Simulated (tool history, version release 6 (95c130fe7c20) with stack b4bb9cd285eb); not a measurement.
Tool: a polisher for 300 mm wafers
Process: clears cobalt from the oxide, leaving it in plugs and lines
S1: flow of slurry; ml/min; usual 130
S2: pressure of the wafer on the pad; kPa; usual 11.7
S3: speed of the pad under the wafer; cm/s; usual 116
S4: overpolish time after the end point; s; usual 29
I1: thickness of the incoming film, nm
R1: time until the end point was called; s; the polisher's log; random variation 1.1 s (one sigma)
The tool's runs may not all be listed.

run,hour,S1,S2,S3,S4,I1,R1
1,0,130,11.7,116,29,391.5,103.5
# hour 10.9: head pressure recalibrated
2,24.5,130,11.7,116,29,390.7,104.2
3,55.3,130,11.7,116,29,385.3,105.4
4,93.5,130,11.7,140,29,391.4,90.2
5,118,130,11.7,140,29,392.9,91.2
6,189.5,130,11.7,116,29,391.7,108.6
7,251.8,130,11.7,116,29,390.9,105.4
8,319.6,130,11.7,116,29,393.2,109.4
# hour 338.1: slurry nozzle cleaned
9,375.9,130,11.7,116,29,389.5,102.1
# hour 380.9: worn pad replaced by a new one
10,402.1,130,11.7,116,42,387.5,100.1
11,458.1,130,11.7,116,42,387.1,101.7
# hour 480: head pressure recalibrated
12,564.9,130,11.7,116,42,395.6,108.1
13,618,130,11.7,116,29,388.3,106.8
14,662.5,130,11.7,116,29,391.4,108.4
15,687.5,130,11.7,116,29,394.3,107.7
16,731.1,115,10.3,92,29,395.8,147.2
17,755.6,130,11.7,116,29,383,106.9
# hour 768.3: slurry nozzle cleaned
# hour 850: worn pad replaced by a new one
18,858.6,130,11.7,116,40,382.8,101.4
19,909.3,130,11.7,116,29,389.3,104.4
20,948.5,165,11.7,116,38,386.1,96.3
# hour 982: head pressure recalibrated
21,982.5,130,11.7,116,42,390.8,105.6
22,1009.7,160,11.7,148,29,392.7,82.8
23,1042.1,130,11.7,116,29,392,105.8
24,1100.8,130,9,104,29,390.8,140.6
25,1149.1,90,7.6,90,39,388.8,202.2
26,1191.5,145,11.7,116,29,384.3,103.7
27,1229.4,130,7.6,116,29,390.2,144.5
# hour 1267.5: worn pad replaced by a new one
28,1268,150,8.3,100,19,387.1,147.5
# hour 1280.7: slurry nozzle cleaned
29,1317.2,130,11.7,116,29,393.7,102
30,1481.8,85,15.9,106,29,387.8,103.7
# hour 1504.5: head pressure recalibrated
31,1526.7,130,14.5,116,29,381.5,87.2
32,1576.6,130,11.7,116,29,389.5,104.6
33,1620,130,11.7,152,40,394.3,86.6
34,1688.5,130,11.7,94,38,390,126.6
# hour 1734: slurry nozzle cleaned
35,1756,150,11.7,88,44,386,120.9

The tool's hidden state at each run:
removal rate lost through wear of the pad, %: 0 in every run
deviation of the head's pressure from its setpoint, %: 0 in every run
H1: slurry flow missing at the pad, %
run,H1
1,11.5
2,13.8
3,16.1
4,18.4
5,19.6
6,22.1
7,23.6
8,24.6
9,7.23
10,10.2
11,15
12,20.5
13,22.1
14,23.1
15,23.5
16,24.1
17,24.4
18,12.9
19,16.7
20,18.8
21,20.3
22,21.3
23,22.2
24,23.5
25,24.2
26,24.7
27,25
28,25.3
29,5.7
30,18.2
31,19.8
32,21.1
33,22
34,22.9
35,5.96
